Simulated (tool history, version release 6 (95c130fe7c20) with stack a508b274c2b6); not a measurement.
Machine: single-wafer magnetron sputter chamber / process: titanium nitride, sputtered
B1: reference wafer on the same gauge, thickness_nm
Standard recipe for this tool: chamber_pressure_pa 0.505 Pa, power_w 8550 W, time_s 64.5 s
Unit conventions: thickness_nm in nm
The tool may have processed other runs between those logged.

Run 1, hour 0: usual settings; B1 103.22. Result: thickness_nm 97.903 nm.
Run 2, hour 12.8: usual settings but chamber_pressure_pa 0.376 Pa, power_w 7950 W; B1 103.152. Result: thickness_nm 100.367 nm.
Run 3, hour 29.5: usual settings but time_s 54.6 s; B1 103.236. Result: thickness_nm 82.717 nm.
Run 4, hour 35.7: usual settings; B1 103.207. Result: thickness_nm 97.664 nm.
Run 5, hour 49.3: usual settings; B1 103.196. Result: thickness_nm 97.861 nm.
Run 6, hour 58.3: usual settings; B1 103.265. Result: thickness_nm 97.732 nm.
Run 7, hour 75.2: usual settings; B1 103.249. Result: thickness_nm 97.607 nm.
Run 8, hour 84.9: usual settings; B1 103.213. Result: thickness_nm 96.437 nm.
At hour 102.3: magnet pack replaced, of another model than before.
Run 9, hour 102.8: usual settings; B1 103.221. Result: thickness_nm 96.807 nm.
Run 10, hour 105.8: usual settings; B1 103.211. Result: thickness_nm 96.843 nm.
Run 11, hour 123.2: usual settings; B1 103.196. Result: thickness_nm 96.623 nm.
Run 12, hour 138.4: usual settings; B1 103.262. Result: thickness_nm 96.768 nm.
Run 13, hour 155.2: usual settings but chamber_pressure_pa 0.459 Pa; B1 103.127. Result: thickness_nm 97.989 nm.
Run 14, hour 162.1: usual settings but time_s 69.7 s; B1 103.26. Result: thickness_nm 104.378 nm.
Run 15, hour 168.7: usual settings but time_s 69.7 s; B1 103.23. Result: thickness_nm 103.412 nm.
Run 16, hour 181.5: usual settings but power_w 6750 W, time_s 71.1 s; B1 103.198. Result: thickness_nm 91.69 nm.
Run 17, hour 198.3: usual settings; B1 103.189. Result: thickness_nm 95.482 nm.
Run 18, hour 216.3: usual settings but chamber_pressure_pa 0.439 Pa, time_s 55.2 s; B1 103.238. Result: thickness_nm 82.998 nm.
At hour 259.5: capacitance manometer re-zeroed and calibrated.
Run 19, hour 260: usual settings but power_w 7850 W, time_s 55.4 s; B1 103.24. Result: thickness_nm 76.974 nm.
Run 20, hour 267.9: usual settings; B1 103.226. Result: thickness_nm 94.092 nm.
Run 21, hour 281.7: usual settings; B1 103.212. Result: thickness_nm 94.222 nm.
Run 22, hour 288.2: usual settings but chamber_pressure_pa 0.416 Pa, power_w 10650 W, time_s 56.5 s; B1 103.191. Result: thickness_nm 97.94 nm.
Run 23, hour 297.8: usual settings but power_w 9900 W; B1 103.216. Result: thickness_nm 103.913 nm.
At hour 306.1: gauge calibrated.
At hour 318: sputter target and shields replaced.
Run 24, hour 318.5: usual settings but chamber_pressure_pa 0.451 Pa, power_w 10450 W, time_s 52.3 s; B1 103.184. Result: thickness_nm 91.497 nm.
Run 25, hour 324.8: usual settings but chamber_pressure_pa 0.439 Pa; B1 103.185. Result: thickness_nm 99.314 nm.
Run 26, hour 366.4: usual settings but chamber_pressure_pa 0.385 Pa, power_w 6650 W, time_s 55.3 s; B1 103.155. Result: thickness_nm 74.132 nm.
Run 27, hour 384.2: usual settings but chamber_pressure_pa 0.675 Pa, power_w 10300 W; B1 103.204. Result: thickness_nm 103.581 nm.
Run 28, hour 390.2: usual settings but time_s 72.4 s; B1 103.226. Result: thickness_nm 108.821 nm.
Run 29, hour 397.7: usual settings but chamber_pressure_pa 0.683 Pa; B1 103.219. Result: thickness_nm 91.975 nm.
Run 30, hour 411.4: usual settings but time_s 71.4 s; B1 103.202. Result: thickness_nm 107.806 nm.
Run 31, hour 428.7: usual settings but chamber_pressure_pa 0.659 Pa; B1 103.233. Result: thickness_nm 92.434 nm.
Run 32, hour 445: usual settings; B1 103.212. Result: thickness_nm 96.84 nm.
Run 33, hour 454.8: usual settings but time_s 54.8 s; B1 103.203. Result: thickness_nm 82.363 nm.
Run 34, hour 462: usual settings but time_s 76.1 s; B1 103.239. Result: thickness_nm 114.264 nm.
Run 35, hour 470.3: usual settings but chamber_pressure_pa 0.442 Pa; B1 103.203. Result: thickness_nm 98.168 nm.

Each row is a separate what-if for the run after 35, all from the same tool condition, not one after another. Results?
Run A, hour 470.7: usual settings; B1 ?. Result: thickness_nm ?.
Run B, hour 470.7: usual settings but power_w 10200 W, time_s 71.6 s; B1 ?. Result: thickness_nm ?.
Run C, hour 470.7: usual settings but chamber_pressure_pa 0.567 Pa, power_w 7400 W, time_s 61.1 s; B1 ?. Result: thickness_nm ?.
Run D, hour 470.7: usual settings but time_s 74.9 s; B1 ?. Result: thickness_nm ?.

run       B1  thickness_nm
  A  103.201        96.452
  B  103.201       120.197
  C  103.201        81.908
  D  103.201       112.004
The same runs, with their run-to-run variation unchanged, on a tool lacking any hidden condition would have given:
run  thickness_nm
  A        98.376
  B       122.594
  C        83.542
  D       114.238
